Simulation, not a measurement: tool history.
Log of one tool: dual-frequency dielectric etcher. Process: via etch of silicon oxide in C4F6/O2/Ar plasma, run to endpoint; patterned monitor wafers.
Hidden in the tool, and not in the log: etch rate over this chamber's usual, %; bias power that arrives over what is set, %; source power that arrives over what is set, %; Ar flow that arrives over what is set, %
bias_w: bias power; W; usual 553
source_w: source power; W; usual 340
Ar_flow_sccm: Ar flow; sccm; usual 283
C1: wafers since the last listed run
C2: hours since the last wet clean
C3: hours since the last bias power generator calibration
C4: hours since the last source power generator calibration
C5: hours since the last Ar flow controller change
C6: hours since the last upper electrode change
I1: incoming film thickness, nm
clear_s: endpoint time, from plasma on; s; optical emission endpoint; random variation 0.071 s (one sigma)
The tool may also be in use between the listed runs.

run 1 hour=0 | bias_w=553 source_w=340 Ar_flow_sccm=283 | C1=0 C2=408.2 C3=2007.3 C4=8.4 C5=3197.3 C6=4906.2 | I1=100.5 | clear_s=23.4
run 2 hour=15.9 | bias_w=553 source_w=340 Ar_flow_sccm=283 | C1=148 C2=424.1 C3=2023.2 C4=24.3 C5=3213.2 C6=4922.1 | I1=99.8 | clear_s=23
run 3 hour=29 | bias_w=553 source_w=340 Ar_flow_sccm=283 | C1=121 C2=437.2 C3=2036.3 C4=37.4 C5=3226.3 C6=4935.2 | I1=100.4 | clear_s=23.1
run 4 hour=69 | bias_w=462 source_w=340 Ar_flow_sccm=283 | C1=372 C2=477.2 C3=2076.3 C4=77.4 C5=3266.3 C6=4975.2 | I1=100.4 | clear_s=25
run 5 hour=78.7 | bias_w=462 source_w=340 Ar_flow_sccm=283 | C1=90 C2=486.9 C3=2086 C4=87.1 C5=3276 C6=4984.9 | I1=101.6 | clear_s=25.3
-- hour=95.7 bias power generator calibrated
-- hour=108 upper electrode replaced
run 6 hour=108.5 | bias_w=553 source_w=340 Ar_flow_sccm=283 | C1=125 C2=516.7 C3=12.8 C4=116.9 C5=3305.8 C6=0.5 | I1=100.9 | clear_s=23.1
run 7 hour=108.9 | bias_w=421 source_w=340 Ar_flow_sccm=283 | C1=3 C2=517.1 C3=13.2 C4=117.3 C5=3306.2 C6=0.9 | I1=100.9 | clear_s=26
run 8 hour=110.5 | bias_w=636 source_w=270 Ar_flow_sccm=283 | C1=14 C2=518.7 C3=14.8 C4=118.9 C5=3307.8 C6=2.5 | I1=100.8 | clear_s=23.8
run 9 hour=127.2 | bias_w=553 source_w=340 Ar_flow_sccm=283 | C1=155 C2=535.4 C3=31.5 C4=135.6 C5=3324.5 C6=19.2 | I1=99.1 | clear_s=22.8
run 10 hour=144.6 | bias_w=676 source_w=310 Ar_flow_sccm=212 | C1=162 C2=552.8 C3=48.9 C4=153 C5=3341.9 C6=36.6 | I1=101.5 | clear_s=20.8
run 11 hour=162.3 | bias_w=438 source_w=380 Ar_flow_sccm=283 | C1=164 C2=570.5 C3=66.6 C4=170.7 C5=3359.6 C6=54.3 | I1=101 | clear_s=24.5
-- hour=197.2 wet clean of the chamber
run 12 hour=197.7 | bias_w=553 source_w=340 Ar_flow_sccm=283 | C1=106 C2=0.5 C3=102 C4=206.1 C5=3395 C6=89.7 | I1=100.4 | clear_s=23.8
run 13 hour=198.1 | bias_w=553 source_w=390 Ar_flow_sccm=283 | C1=3 C2=0.9 C3=102.4 C4=206.5 C5=3395.4 C6=90.1 | I1=101.4 | clear_s=22.7
run 14 hour=199.9 | bias_w=553 source_w=340 Ar_flow_sccm=283 | C1=16 C2=2.7 C3=104.2 C4=208.3 C5=3397.2 C6=91.9 | I1=100.8 | clear_s=23.8
run 15 hour=210.2 | bias_w=432 source_w=400 Ar_flow_sccm=283 | C1=95 C2=13 C3=114.5 C4=218.6 C5=3407.5 C6=102.2 | I1=100.4 | clear_s=24.6
run 16 hour=222.2 | bias_w=553 source_w=340 Ar_flow_sccm=283 | C1=111 C2=25 C3=126.5 C4=230.6 C5=3419.5 C6=114.2 | I1=100.7 | clear_s=23.8
-- hour=234.7 Ar flow controller replaced
run 17 hour=265.1 | bias_w=553 source_w=360 Ar_flow_sccm=283 | C1=343 C2=67.9 C3=169.4 C4=273.5 C5=30.4 C6=157.1 | I1=101 | clear_s=23.2
run 18 hour=278.1 | bias_w=486 source_w=340 Ar_flow_sccm=347 | C1=121 C2=80.9 C3=182.4 C4=286.5 C5=43.4 C6=170.1 | I1=100.7 | clear_s=25.8
run 19 hour=289.2 | bias_w=426 source_w=310 Ar_flow_sccm=234 | C1=103 C2=92 C3=193.5 C4=297.6 C5=54.5 C6=181.2 | I1=99.6 | clear_s=26
run 20 hour=297.9 | bias_w=553 source_w=340 Ar_flow_sccm=232 | C1=81 C2=100.7 C3=202.2 C4=306.3 C5=63.2 C6=189.9 | I1=100.6 | clear_s=22.7
run 21 hour=307 | bias_w=616 source_w=310 Ar_flow_sccm=324 | C1=84 C2=109.8 C3=211.3 C4=315.4 C5=72.3 C6=199 | I1=99.2 | clear_s=23.5
run 22 hour=324.6 | bias_w=553 source_w=340 Ar_flow_sccm=283 | C1=163 C2=127.4 C3=228.9 C4=333 C5=89.9 C6=216.6 | I1=101 | clear_s=23.8
run 23 hour=333.7 | bias_w=553 source_w=320 Ar_flow_sccm=283 | C1=84 C2=136.5 C3=238 C4=342.1 C5=99 C6=225.7 | I1=101.2 | clear_s=24.2
run 24 hour=350.8 | bias_w=553 source_w=340 Ar_flow_sccm=283 | C1=159 C2=153.6 C3=255.1 C4=359.2 C5=116.1 C6=242.8 | I1=100.1 | clear_s=23.4
run 25 hour=375 | bias_w=514 source_w=260 Ar_flow_sccm=350 | C1=225 C2=177.8 C3=279.3 C4=383.4 C5=140.3 C6=267 | I1=99.6 | clear_s=27.5
run 26 hour=390.4 | bias_w=454 source_w=300 Ar_flow_sccm=328 | C1=143 C2=193.2 C3=294.7 C4=398.8 C5=155.7 C6=282.4 | I1=101.4 | clear_s=27.7
run 27 hour=398.4 | bias_w=429 source_w=320 Ar_flow_sccm=307 | C1=74 C2=201.2 C3=302.7 C4=406.8 C5=163.7 C6=290.4 | I1=100.6 | clear_s=27.1
run 28 hour=408.3 | bias_w=553 source_w=340 Ar_flow_sccm=283 | C1=92 C2=211.1 C3=312.6 C4=416.7 C5=173.6 C6=300.3 | I1=99.8 | clear_s=23.1
run 29 hour=419.5 | bias_w=638 source_w=340 Ar_flow_sccm=239 | C1=104 C2=222.3 C3=323.8 C4=427.9 C5=184.8 C6=311.5 | I1=99.9 | clear_s=21.2
run 30 hour=433.9 | bias_w=516 source_w=300 Ar_flow_sccm=307 | C1=134 C2=236.7 C3=338.2 C4=442.3 C5=199.2 C6=325.9 | I1=100.5 | clear_s=25.7

The same runs without the tool's hidden state, with the same run-to-run variation:
run=1 clear_s=23.9
run=2 clear_s=23.6
run=3 clear_s=23.7
run=4 clear_s=25.7
run=5 clear_s=25.9
run=6 clear_s=23.8
run=7 clear_s=26.8
run=8 clear_s=24.5
run=9 clear_s=23.4
run=10 clear_s=21.5
run=11 clear_s=25.2
run=12 clear_s=23.8
run=13 clear_s=22.7
run=14 clear_s=23.8
run=15 clear_s=24.6
run=16 clear_s=23.8
run=17 clear_s=23.3
run=18 clear_s=25.9
run=19 clear_s=26.2
run=20 clear_s=22.8
run=21 clear_s=23.6
run=22 clear_s=23.9
run=23 clear_s=24.4
run=24 clear_s=23.6
run=25 clear_s=27.8
run=26 clear_s=28
run=27 clear_s=27.4
run=28 clear_s=23.4
run=29 clear_s=21.5
run=30 clear_s=26
